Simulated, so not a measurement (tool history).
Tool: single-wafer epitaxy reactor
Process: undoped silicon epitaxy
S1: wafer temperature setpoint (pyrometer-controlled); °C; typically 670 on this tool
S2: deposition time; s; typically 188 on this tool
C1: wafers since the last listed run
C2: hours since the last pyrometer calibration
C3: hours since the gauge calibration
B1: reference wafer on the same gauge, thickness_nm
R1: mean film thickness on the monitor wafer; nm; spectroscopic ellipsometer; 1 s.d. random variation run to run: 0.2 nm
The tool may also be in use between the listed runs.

run 1 hour=0 | S1=670 S2=188 | C1=0 C2=1746.2 C3=542.7 | B1=51.488 | R1=46.789
run 2 hour=128.8 | S1=670 S2=188 | C1=1446 C2=1875 C3=671.5 | B1=51.481 | R1=46.682
run 3 hour=184.8 | S1=670 S2=188 | C1=628 C2=1931 C3=727.5 | B1=51.455 | R1=46.381
run 4 hour=216 | S1=670 S2=188 | C1=350 C2=1962.2 C3=758.7 | B1=51.445 | R1=46.569
run 5 hour=284.7 | S1=675 S2=171 | C1=771 C2=2030.9 C3=827.4 | B1=51.358 | R1=46.473
run 6 hour=345 | S1=675 S2=171 | C1=677 C2=2091.2 C3=887.7 | B1=51.507 | R1=46.334
-- hour=385 pyrometer calibrated
run 7 hour=387.5 | S1=675 S2=171 | C1=387 C2=2.5 C3=930.2 | B1=51.384 | R1=46.565
run 8 hour=454.1 | S1=670 S2=188 | C1=747 C2=69.1 C3=996.8 | B1=51.56 | R1=46.363
run 9 hour=501.3 | S1=670 S2=188 | C1=529 C2=116.3 C3=1044 | B1=51.552 | R1=46.556
-- hour=538 gauge calibrated
run 10 hour=567.4 | S1=682 S2=188 | C1=742 C2=182.4 C3=29.4 | B1=51.5 | R1=58.297
run 11 hour=598.3 | S1=674 S2=203 | C1=346 C2=213.3 C3=60.3 | B1=51.642 | R1=53.939
run 12 hour=668.1 | S1=664 S2=204 | C1=783 C2=283.1 C3=130.1 | B1=51.481 | R1=45.09
run 13 hour=693 | S1=666 S2=224 | C1=279 C2=308 C3=155 | B1=51.494 | R1=51.976
run 14 hour=736.4 | S1=663 S2=188 | C1=487 C2=351.4 C3=198.4 | B1=51.446 | R1=40.685
run 15 hour=804.9 | S1=670 S2=188 | C1=769 C2=419.9 C3=266.9 | B1=51.573 | R1=46.457
run 16 hour=841.1 | S1=670 S2=188 | C1=406 C2=456.1 C3=303.1 | B1=51.508 | R1=46.453

What the log doesn't show, run by run:
wafer temperature above the value expected at the setpoint (K): 0 on each run
gauge reads high (%): 0 on each run
